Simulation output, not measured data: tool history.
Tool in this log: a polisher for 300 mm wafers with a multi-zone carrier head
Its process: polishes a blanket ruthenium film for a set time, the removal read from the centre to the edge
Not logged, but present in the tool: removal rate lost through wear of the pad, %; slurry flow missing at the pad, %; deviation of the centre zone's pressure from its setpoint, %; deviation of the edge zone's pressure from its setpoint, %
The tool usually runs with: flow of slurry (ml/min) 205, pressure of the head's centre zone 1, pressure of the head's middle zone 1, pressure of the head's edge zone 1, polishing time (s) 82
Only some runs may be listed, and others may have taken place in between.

run   hour  flow of slurry (ml/min)  pressure of the head's centre zone  pressure of the head's middle zone  pressure of the head's edge zone  polishing time (s)  wafers since the last listed run  wafers polished on this pad  hours since the slurry nozzle was cleaned  hours since the centre zone pressure was calibrated  hours since the edge zone pressure was calibrated  hours since the carrier head's membrane was replaced  incoming thickness of the incoming film, nm  film removed at the wafer's centre (nm)  film removed at mid-radius (nm)  film removed at the wafer's edge (nm)
  1      0                      205                                   1                                   1                                 1                  82                                 0                          748                                      399.5                                               1126.1                                              560.6                                                 964.3                                        631.5                                     92.2                            105.3                                  101.9
        13  -- worn pad replaced by a new one
  2   16.5                      205                                   1                                   1                                 1                  82                               143                           40                                        416                                               1142.6                                              577.1                                                 980.8                                        632.7                                     90.9                            103.9                                  101.6
        22  -- slurry nozzle cleaned
  3   29.9                      205                                   1                                   1                                 1                  82                               142                          182                                        7.9                                                 1156                                              590.5                                                 994.2                                        634.6                                     91.8                            104.2                                  101.7
  4   36.1                      205                                   1                                   1                                 1                  82                                71                          253                                       14.1                                               1162.2                                              596.7                                                1000.4                                        641.7                                     92.8                            104.4                                  100.2
  5   51.8                      205                                   1                                   1                                 1                  82                               180                          434                                       29.8                                               1177.9                                              612.4                                                1016.1                                        645.2                                     90.5                            103.1                                  102.5
  6     62                      160                                0.95                                1.04                                 1                  64                               117                          551                                         40                                               1188.1                                              622.6                                                1026.3                                        631.4                                     65.1                             81.5                                   78.7
  7   74.7                      205                                1.03                                   1                                 1                  82                               145                          697                                       52.7                                               1200.8                                              635.3                                                  1039                                        646.9                                     94.6                            104.9                                  102.7
  8   81.7                      205                                   1                                0.94                              0.96                  82                                80                          778                                       59.7                                               1207.8                                              642.3                                                  1046                                          631                                     92.6                            101.3                                  100.7
        90  -- worn pad replaced by a new one
      91.1  -- centre zone pressure recalibrated
  9   98.8                      205                                   1                                1.07                                 1                  82                               137                           87                                       76.8                                                  7.7                                              659.4                                                1063.1                                        637.2                                    105.9                            108.8                                  101.9
 10  116.3                      205                                   1                                0.88                                 1                  96                               201                          289                                       94.3                                                 25.2                                              676.9                                                1080.6                                        645.7                                    123.5                            109.1                                  120.5
       128  -- carrier head's membrane replaced by a new one
 11  131.6                      225                                   1                                   1                              1.07                  82                               118                          407                                      109.6                                                 40.5                                              692.2                                                   3.6                                        637.9                                      109                            107.5                                  104.4
 12  141.3                      205                                   1                                   1                                 1                  82                               111                          519                                      119.3                                                 50.2                                              701.9                                                  13.3                                        644.8                                    104.6                            105.6                                  100.5
 13  152.4                      205                                   1                                   1                                 1                  70                               127                          646                                      130.4                                                 61.3                                                713                                                  24.4                                        636.9                                     90.3                             88.8                                   85.2
 14  162.9                      230                                   1                                1.11                                 1                  82                               120                          767                                      140.9                                                 71.8                                              723.5                                                  34.9                                        643.6                                      106                            117.5                                  101.8
     167.5  -- edge zone pressure recalibrated
     174.9  -- worn pad replaced by a new one
 15  175.4                      205                                1.07                                   1                              1.04                  64                                74                            6                                      153.4                                                 84.3                                                7.9                                                  47.4                                        638.7                                     89.1                             80.5                                   81.1
 16  184.4                      205                                   1                                   1                                 1                  82                               103                          109                                      162.4                                                 93.3                                               16.9                                                  56.4                                        641.6                                    107.7                            102.6                                  101.4
 17    192                      205                                   1                                   1                              1.05                  95                                87                          196                                        170                                                100.9                                               24.5                                                    64                                        644.9                                    122.6                            122.3                                  120.8
 18  241.5                      205                                0.89                                   1                                 1                 103                               569                          765                                      219.5                                                150.4                                                 74                                                 113.5                                          639                                    116.5                            131.8                                  129.2
     252.1  -- worn pad replaced by a new one
 19  252.6                      140                                 1.1                                1.11                                 1                  90                                81                            6                                      230.6                                                161.5                                               85.1                                                 124.6                                        642.8                                    119.3                            119.4                                  105.2
 20  256.2                      205                                0.96                                   1                              0.93                  54                                41                           47                                      234.2                                                165.1                                               88.7                                                 128.2                                        643.1                                     67.8                             70.6                                   65.8
 21  266.6                      205                                   1                                   1                                 1                  82                               119                          167                                      244.6                                                175.5                                               99.1                                                 138.6                                        630.5                                    106.1                            103.3                                    101

Alternative continuations, all from the tool just after run 21; predict every row:
  A   267                      205                                   1                                0.93                                 1                  82                                 4                          171                                        245                                                175.9                                               99.5                                                   139                                        647.3                                        ?                                ?                                      ?
  B   267                      165                                   1                                0.96                              1.08                  82                                 4                          171                                        245                                                175.9                                               99.5                                                   139                                        647.3                                        ?                                ?                                      ?
  C   267                      265                                   1                                   1                                 1                  82                                 4                          171                                        245                                                175.9                                               99.5                                                   139                                        647.3                                        ?                                ?                                      ?
  D   267                      205                                1.12                                   1                                 1                 108                                 4                          171                                        245                                                175.9                                               99.5                                                   139                                        647.3                                        ?                                ?                                      ?
  E   267                      255                                   1                                   1                                 1                  82                                 4                          171                                        245                                                175.9                                               99.5                                                   139                                        647.3                                        ?                                ?                                      ?

run  film removed at the wafer's centre (nm)  film removed at mid-radius (nm)  film removed at the wafer's edge (nm)
  A                                    104.8                               99                                  103.9
  B                                    101.2                             98.5                                  103.7
  C                                    108.6                            108.5                                  106.2
  D                                    154.9                            138.5                                  136.7
  E                                    108.1                            108.1                                  105.9
Without the tool's hidden state the same runs would have given:
run  film removed at the wafer's centre (nm)  film removed at mid-radius (nm)  film removed at the wafer's edge (nm)
  A                                    106.2                               99                                  103.9
  B                                    102.5                             98.5                                  103.7
  C                                    109.9                            108.5                                  106.2
  D                                    156.8                            138.5                                  136.7
  E                                    109.4                            108.1                                  105.9
